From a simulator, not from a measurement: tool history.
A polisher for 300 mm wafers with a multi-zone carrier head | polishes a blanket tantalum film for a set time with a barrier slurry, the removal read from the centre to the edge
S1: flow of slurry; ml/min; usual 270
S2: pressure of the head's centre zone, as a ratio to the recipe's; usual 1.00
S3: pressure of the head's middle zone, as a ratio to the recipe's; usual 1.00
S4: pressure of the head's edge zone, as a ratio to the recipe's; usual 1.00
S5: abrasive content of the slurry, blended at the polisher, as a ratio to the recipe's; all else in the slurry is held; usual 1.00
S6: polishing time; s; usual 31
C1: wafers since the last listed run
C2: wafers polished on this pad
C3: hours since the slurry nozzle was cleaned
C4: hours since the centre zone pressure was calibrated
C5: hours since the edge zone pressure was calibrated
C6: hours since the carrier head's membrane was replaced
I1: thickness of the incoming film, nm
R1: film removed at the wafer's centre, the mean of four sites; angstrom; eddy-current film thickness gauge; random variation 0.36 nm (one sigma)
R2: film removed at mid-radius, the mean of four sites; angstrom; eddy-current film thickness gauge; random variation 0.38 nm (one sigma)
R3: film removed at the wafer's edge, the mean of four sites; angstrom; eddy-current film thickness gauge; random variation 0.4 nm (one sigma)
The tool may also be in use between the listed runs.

{"run": 1, "hour": 0.0, "S1": 270, "S2": 1.0, "S3": 1.0, "S4": 1.0, "S5": 1.05, "S6": 31, "C1": 0, "C2": 814, "C3": 65.0, "C4": 383.4, "C5": 328.4, "C6": 1616.6, "I1": 244.5, "R1": 562, "R2": 606, "R3": 592}
{"run": 2, "hour": 16.6, "S1": 270, "S2": 1.0, "S3": 1.0, "S4": 1.0, "S5": 1.0, "S6": 31, "C1": 128, "C2": 942, "C3": 81.6, "C4": 400.0, "C5": 345.0, "C6": 1633.2, "I1": 238.9, "R1": 561, "R2": 594, "R3": 591}
{"hour": 74.4, "done": "centre zone pressure recalibrated"}
{"run": 3, "hour": 105.9, "S1": 310, "S2": 1.0, "S3": 0.93, "S4": 1.0, "S5": 0.75, "S6": 41, "C1": 675, "C2": 1618, "C3": 170.9, "C4": 31.5, "C5": 434.3, "C6": 1722.5, "I1": 241.5, "R1": 708, "R2": 686, "R3": 728}
{"run": 4, "hour": 129.7, "S1": 270, "S2": 1.06, "S3": 1.0, "S4": 1.0, "S5": 1.0, "S6": 27, "C1": 184, "C2": 1802, "C3": 194.7, "C4": 55.3, "C5": 458.1, "C6": 1746.3, "I1": 235.8, "R1": 532, "R2": 515, "R3": 509}
{"hour": 134.6, "done": "worn pad replaced by a new one"}
{"run": 5, "hour": 162.1, "S1": 270, "S2": 0.89, "S3": 1.0, "S4": 1.08, "S5": 1.0, "S6": 21, "C1": 219, "C2": 212, "C3": 227.1, "C4": 87.7, "C5": 490.5, "C6": 1778.7, "I1": 236.8, "R1": 338, "R2": 398, "R3": 413}
{"run": 6, "hour": 175.3, "S1": 270, "S2": 1.0, "S3": 1.0, "S4": 1.0, "S5": 1.0, "S6": 31, "C1": 102, "C2": 314, "C3": 240.3, "C4": 100.9, "C5": 503.7, "C6": 1791.9, "I1": 236.3, "R1": 564, "R2": 596, "R3": 584}
{"run": 7, "hour": 203.6, "S1": 270, "S2": 0.89, "S3": 1.0, "S4": 1.08, "S5": 1.0, "S6": 21, "C1": 218, "C2": 533, "C3": 268.6, "C4": 129.2, "C5": 532.0, "C6": 1820.2, "I1": 241.2, "R1": 337, "R2": 396, "R3": 412}
{"hour": 207.7, "done": "edge zone pressure recalibrated"}
{"run": 8, "hour": 217.3, "S1": 270, "S2": 1.0, "S3": 1.0, "S4": 1.0, "S5": 1.0, "S6": 31, "C1": 90, "C2": 624, "C3": 282.3, "C4": 142.9, "C5": 9.6, "C6": 1833.9, "I1": 239.1, "R1": 557, "R2": 589, "R3": 589}
{"run": 9, "hour": 249.7, "S1": 335, "S2": 1.07, "S3": 1.0, "S4": 1.0, "S5": 1.0, "S6": 35, "C1": 250, "C2": 874, "C3": 314.7, "C4": 175.3, "C5": 42.0, "C6": 1866.3, "I1": 241.2, "R1": 695, "R2": 684, "R3": 680}
{"run": 10, "hour": 267.3, "S1": 270, "S2": 1.0, "S3": 1.0, "S4": 1.0, "S5": 1.0, "S6": 31, "C1": 136, "C2": 1010, "C3": 332.3, "C4": 192.9, "C5": 59.6, "C6": 1883.9, "I1": 243.2, "R1": 557, "R2": 589, "R3": 586}
{"hour": 286.7, "done": "carrier head's membrane replaced by a new one"}
{"run": 11, "hour": 287.2, "S1": 270, "S2": 1.0, "S3": 1.0, "S4": 1.06, "S5": 1.0, "S6": 25, "C1": 115, "C2": 1126, "C3": 352.2, "C4": 212.8, "C5": 79.5, "C6": 0.5, "I1": 243.7, "R1": 449, "R2": 474, "R3": 483}
{"run": 12, "hour": 321.7, "S1": 225, "S2": 1.0, "S3": 0.91, "S4": 1.0, "S5": 1.0, "S6": 31, "C1": 266, "C2": 1393, "C3": 386.7, "C4": 247.3, "C5": 114.0, "C6": 35.0, "I1": 239.5, "R1": 526, "R2": 517, "R3": 573}
{"run": 13, "hour": 345.1, "S1": 270, "S2": 1.0, "S3": 1.0, "S4": 1.0, "S5": 1.0, "S6": 41, "C1": 181, "C2": 1574, "C3": 410.1, "C4": 270.7, "C5": 137.4, "C6": 58.4, "I1": 239.7, "R1": 735, "R2": 772, "R3": 774}
{"hour": 355.5, "done": "slurry nozzle cleaned"}
{"run": 14, "hour": 377.5, "S1": 175, "S2": 0.93, "S3": 1.0, "S4": 1.0, "S5": 1.0, "S6": 25, "C1": 242, "C2": 1817, "C3": 22.0, "C4": 303.1, "C5": 169.8, "C6": 90.8, "I1": 241.0, "R1": 388, "R2": 448, "R3": 456}
{"hour": 383.4, "done": "worn pad replaced by a new one"}
{"run": 15, "hour": 404.5, "S1": 270, "S2": 1.0, "S3": 1.0, "S4": 1.0, "S5": 1.0, "S6": 31, "C1": 177, "C2": 163, "C3": 49.0, "C4": 330.1, "C5": 196.8, "C6": 117.8, "I1": 240.3, "R1": 562, "R2": 600, "R3": 595}
{"run": 16, "hour": 430.4, "S1": 270, "S2": 1.0, "S3": 1.0, "S4": 1.0, "S5": 1.25, "S6": 31, "C1": 200, "C2": 363, "C3": 74.9, "C4": 356.0, "C5": 222.7, "C6": 143.7, "I1": 240.8, "R1": 592, "R2": 628, "R3": 630}

The next listed run, before its measurement:
{"run": 17, "hour": 525.6, "S1": 270, "S2": 1.0, "S3": 1.0, "S4": 1.0, "S5": 1.0, "S6": 31, "C1": 736, "C2": 1100, "C3": 170.1, "C4": 451.2, "C5": 317.9, "C6": 238.9, "I1": 237.8, "R1": "?", "R2": "?", "R3": "?"}

{"run 17": {"R1": 548, "R2": 591, "R3": 583}}
Without the tool's hidden state the same run would have given R1 591 angstrom, R2 606 angstrom, R3 594 angstrom.
